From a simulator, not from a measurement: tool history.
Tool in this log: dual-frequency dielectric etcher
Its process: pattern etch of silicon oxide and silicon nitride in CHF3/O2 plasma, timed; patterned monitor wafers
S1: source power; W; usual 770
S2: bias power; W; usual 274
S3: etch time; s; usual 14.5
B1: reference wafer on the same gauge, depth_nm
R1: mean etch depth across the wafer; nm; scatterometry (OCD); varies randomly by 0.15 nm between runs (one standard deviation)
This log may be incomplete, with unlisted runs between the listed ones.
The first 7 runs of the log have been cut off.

run,hour,S1,S2,S3,B1,R1
8,69.5,680,274,18.0,29.74,33.28
9,76.6,640,274,15.5,29.69,28.16
10,88.1,640,274,15.5,29.74,28.14
11,102.3,640,274,15.5,29.64,28.37
12,118.9,770,274,14.5,29.69,27.94
13,135.4,770,274,14.5,29.72,27.89
14,154.2,770,274,14.5,29.70,27.98
15,160.3,770,323,17.0,29.69,34.34
16,168.7,850,339,14.5,29.69,30.97
# hour 204.0: wet clean of the chamber
17,204.5,770,274,14.5,29.67,27.98
18,204.8,770,274,14.5,29.76,27.83
# hour 210.9: bias power generator calibrated
19,211.4,770,274,17.0,29.69,32.72
20,223.9,770,274,17.5,29.68,33.37
# hour 227.9: gauge calibrated
# hour 244.4: source power generator calibrated
# hour 256.6: upper electrode replaced
21,257.1,770,302,11.5,29.71,22.79
22,257.4,770,274,14.5,29.73,27.98
23,263.4,770,206,11.0,29.72,19.47
24,280.4,900,274,14.5,29.66,28.97
25,287.3,770,274,16.5,29.64,31.73
26,295.8,600,274,18.5,29.75,33.09
27,312.6,620,211,10.5,29.76,17.66
28,324.5,870,298,12.5,29.73,25.59

Run 29 comes next. What will it give?
29,341.8,670,274,14.5,?,?

B1: 29.69
R1: 26.95 nm
The same run, on a tool lacking any hidden state, would have yielded R1 26.95 nm.
